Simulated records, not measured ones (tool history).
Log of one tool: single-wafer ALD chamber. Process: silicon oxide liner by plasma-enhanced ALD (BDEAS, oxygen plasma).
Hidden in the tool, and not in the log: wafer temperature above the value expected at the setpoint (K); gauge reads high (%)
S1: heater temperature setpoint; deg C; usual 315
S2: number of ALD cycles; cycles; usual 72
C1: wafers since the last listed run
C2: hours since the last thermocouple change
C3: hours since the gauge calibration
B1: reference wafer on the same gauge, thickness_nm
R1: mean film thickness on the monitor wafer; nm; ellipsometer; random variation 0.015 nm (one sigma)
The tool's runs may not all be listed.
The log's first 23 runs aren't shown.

Run 24, hour 1240.7: usual settings but S2 85 cycles; C1 272; C2 654.1; C3 439.7; B1 5.487. Result: R1 7.104 nm.
Run 25, hour 1287.2: usual settings but S1 320 deg C, S2 84 cycles; C1 179; C2 700.6; C3 486.2; B1 5.489. Result: R1 6.935 nm.
Run 26, hour 1334.3: usual settings but S1 310 deg C, S2 85 cycles; C1 182; C2 747.7; C3 533.3; B1 5.494. Result: R1 7.123 nm.
Run 27, hour 1362.3: usual settings but S1 310 deg C, S2 68 cycles; C1 108; C2 775.7; C3 561.3; B1 5.494. Result: R1 5.714 nm.
Run 28, hour 1402.3: usual settings but S1 322 deg C; C1 154; C2 815.7; C3 601.3; B1 5.485. Result: R1 5.918 nm.
Run 29, hour 1431.9: usual settings but S1 303 deg C, S2 63 cycles; C1 114; C2 845.3; C3 630.9; B1 5.493. Result: R1 5.376 nm.
Run 30, hour 1457.7: usual settings but S1 304 deg C; C1 99; C2 871.1; C3 656.7; B1 5.488. Result: R1 6.118 nm.
Run 31, hour 1529.0: usual settings but S2 76 cycles; C1 275; C2 942.4; C3 728.0; B1 5.492. Result: R1 6.326 nm.
At hour 1552.1: thermocouple changed; heater temperature recalibrated.
Run 32, hour 1575.9: usual settings but S2 68 cycles; C1 150; C2 23.8; C3 774.9; B1 5.489. Result: R1 5.729 nm.
Run 33, hour 1629.3: usual settings; C1 206; C2 77.2; C3 828.3; B1 5.492. Result: R1 6.056 nm.
Run 34, hour 1672.0: usual settings but S1 329 deg C, S2 84 cycles; C1 165; C2 119.9; C3 871.0; B1 5.485. Result: R1 6.893 nm.
Run 35, hour 1709.8: usual settings but S1 301 deg C, S2 77 cycles; C1 146; C2 157.7; C3 908.8; B1 5.487. Result: R1 6.579 nm.
Run 36, hour 1767.9: usual settings but S1 328 deg C, S2 63 cycles; C1 224; C2 215.8; C3 966.9; B1 5.489. Result: R1 5.155 nm.
Run 37, hour 1808.9: usual settings but S2 77 cycles; C1 158; C2 256.8; C3 1007.9; B1 5.491. Result: R1 6.444 nm.
Run 38, hour 1851.5: usual settings but S1 320 deg C, S2 86 cycles; C1 164; C2 299.4; C3 1050.5; B1 5.497. Result: R1 7.098 nm.
Run 39, hour 1900.6: usual settings but S1 321 deg C, S2 81 cycles; C1 189; C2 348.5; C3 1099.6; B1 5.482. Result: R1 6.713 nm.

Run 40 comes next. What will it give?
Run 40, hour 1950.1: usual settings but S1 324 deg C, S2 60 cycles; C1 191; C2 398.0; C3 1149.1; B1 ?. Result: R1 ?.

{"run 40": {"B1": 5.486, "R1": 4.938}}
Without the tool's hidden state the same run would have given R1 4.975 nm.

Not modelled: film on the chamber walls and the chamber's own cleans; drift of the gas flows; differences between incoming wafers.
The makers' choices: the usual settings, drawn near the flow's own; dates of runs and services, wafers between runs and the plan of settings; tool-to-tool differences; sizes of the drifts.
